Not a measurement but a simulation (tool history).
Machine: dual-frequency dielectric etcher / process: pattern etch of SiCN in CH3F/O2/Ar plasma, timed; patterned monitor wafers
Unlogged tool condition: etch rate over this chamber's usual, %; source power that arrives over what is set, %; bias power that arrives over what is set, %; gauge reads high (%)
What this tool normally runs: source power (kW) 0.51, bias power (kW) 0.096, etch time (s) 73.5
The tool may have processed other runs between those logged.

run    hour  source power (kW)  bias power (kW)  etch time (s)  wafers since the last listed run  hours since the last wet clean  hours since the last source power generator calibration  hours since the last bias power generator calibration  hours since the last upper electrode change  hours since the gauge calibration  read-back reference wafer on the same gauge, depth_nm  mean etch depth across the wafer (angstrom)
  1       0               0.51            0.096           73.5                                 0                           343.1                                                     1859                                                 2778.2                                       2316.5                               1770                                                  39.59                                        329.4
  2    54.4               0.51            0.096           73.5                               417                           397.5                                                   1913.4                                                 2832.6                                       2370.9                             1824.4                                                  39.59                                        331.4
  3    93.1               0.51            0.096           73.5                               297                           436.2                                                   1952.1                                                 2871.3                                       2409.6                             1863.1                                                  39.58                                        329.9
  4   117.3               0.51            0.096           73.5                               185                           460.4                                                   1976.3                                                 2895.5                                       2433.8                             1887.3                                                  39.62                                        328.9
      121.6  -- gauge calibrated
      177.3  -- bias power generator calibrated
        195  -- wet clean of the chamber
  5   195.5               0.51            0.096           73.5                               433                             0.5                                                   2054.5                                                   18.2                                         2512                               73.9                                                  39.63                                        338.8
  6   219.9               0.51            0.096           73.5                               187                            24.9                                                   2078.9                                                   42.6                                       2536.4                               98.3                                                   39.6                                        338.2
  7   261.4               0.51            0.096           73.5                               318                            66.4                                                   2120.4                                                   84.1                                       2577.9                              139.8                                                  39.58                                        337.4
  8   310.2               0.57            0.096             54                               374                           115.2                                                   2169.2                                                  132.9                                       2626.7                              188.6                                                  39.63                                        257.6
  9   362.7               0.51            0.105           73.5                               403                           167.7                                                   2221.7                                                  185.4                                       2679.2                              241.1                                                  39.62                                        347.5
 10   392.8               0.51            0.096           73.5                               231                           197.8                                                   2251.8                                                  215.5                                       2709.3                              271.2                                                  39.58                                        335.9
      411.9  -- source power generator calibrated
 11   421.6               0.58            0.113           62.5                               190                           226.6                                                      9.7                                                  244.3                                       2738.1                                300                                                  39.63                                        312.9
 12   492.3               0.51            0.096           73.5                               543                           297.3                                                     80.4                                                    315                                       2808.8                              370.7                                                  39.62                                        334.5
 13   561.3               0.42            0.116           56.5                               530                           366.3                                                    149.4                                                    384                                       2877.8                              439.7                                                  39.59                                        255.5
      612.2  -- wet clean of the chamber
 14   625.5                0.6            0.082             93                               308                            13.3                                                    213.6                                                  448.2                                         2942                              503.9                                                  39.57                                        428.6
 15   752.7               0.51            0.096           73.5                               977                           140.5                                                    340.8                                                  575.4                                       3069.2                              631.1                                                   39.6                                        334.5
      917.1  -- upper electrode replaced
 16   917.6               0.44            0.096           66.5                              1082                           305.4                                                    505.7                                                  740.3                                          0.5                                796                                                  39.62                                        287.8
 17   946.8               0.51            0.096           73.5                               224                           334.6                                                    534.9                                                  769.5                                         29.7                              825.2                                                  39.57                                          330
 18   998.9                0.4            0.096             56                               400                           386.7                                                      587                                                  821.6                                         81.8                              877.3                                                  39.61                                        233.7
       1037  -- wet clean of the chamber
 19  1055.5               0.51            0.102             66                               250                            18.5                                                    643.6                                                  878.2                                        138.4                              933.9                                                   39.6                                        306.8
 20  1127.5               0.41            0.109           73.5                               553                            90.5                                                    715.6                                                  950.2                                        210.4                             1005.9                                                  39.62                                        323.4
 21    1191                0.4            0.096             56                               487                             154                                                    779.1                                                 1013.7                                        273.9                             1069.4                                                  39.59                                        235.8
 22  1233.3               0.51            0.088           56.5                               324                           196.3                                                    821.4                                                   1056                                        316.2                             1111.7                                                   39.6                                        248.6
 23  1271.4               0.46            0.096           91.5                               292                           234.4                                                    859.5                                                 1094.1                                        354.3                             1149.8                                                  39.59                                        399.8
 24  1327.8               0.51            0.096           73.5                               433                           290.8                                                    915.9                                                 1150.5                                        410.7                             1206.2                                                  39.62                                        332.3
 25  1373.1                0.6            0.077           58.5                               347                           336.1                                                    961.2                                                 1195.8                                          456                             1251.5                                                  39.61                                        260.6
 26  1404.8               0.56            0.096           60.5                               243                           367.8                                                    992.9                                                 1227.5                                        487.7                             1283.2                                                   39.6                                        281.6
 27  1430.8               0.51            0.096           62.5                               199                           393.8                                                   1018.9                                                 1253.5                                        513.7                             1309.2                                                  39.59                                        281.4
 28  1497.5               0.51            0.115           73.5                               512                           460.5                                                   1085.6                                                 1320.2                                        580.4                             1375.9                                                   39.6                                        348.9
     1521.6  -- wet clean of the chamber
 29  1566.7               0.42            0.096           73.5                               347                            45.1                                                   1154.8                                                 1389.4                                        649.6                             1445.1                                                  39.63                                        313.8

What if the next run were any one of these 4? Each begins from the tool's condition after run 29:
  A  1567.1               0.51            0.096           73.5                                 3                            45.5                                                   1155.2                                                 1389.8                                          650                             1445.5                                                      ?                                            ?
  B  1567.1               0.51            0.073           73.5                                 3                            45.5                                                   1155.2                                                 1389.8                                          650                             1445.5                                                      ?                                            ?
  C  1567.1               0.43            0.105             90                                 3                            45.5                                                   1155.2                                                 1389.8                                          650                             1445.5                                                      ?                                            ?
  D  1567.1               0.51            0.086           86.5                                 3                            45.5                                                   1155.2                                                 1389.8                                          650                             1445.5                                                      ?                                            ?

run  read-back reference wafer on the same gauge, depth_nm  mean etch depth across the wafer (angstrom)
  A                                                  39.59                                        334.4
  B                                                  39.59                                        307.4
  C                                                  39.59                                        399.1
  D                                                  39.59                                        380.2
Without the tool's hidden state the same runs would have given:
run  mean etch depth across the wafer (angstrom)
  A                                        338.8
  B                                        311.3
  C                                        404.4
  D                                          385
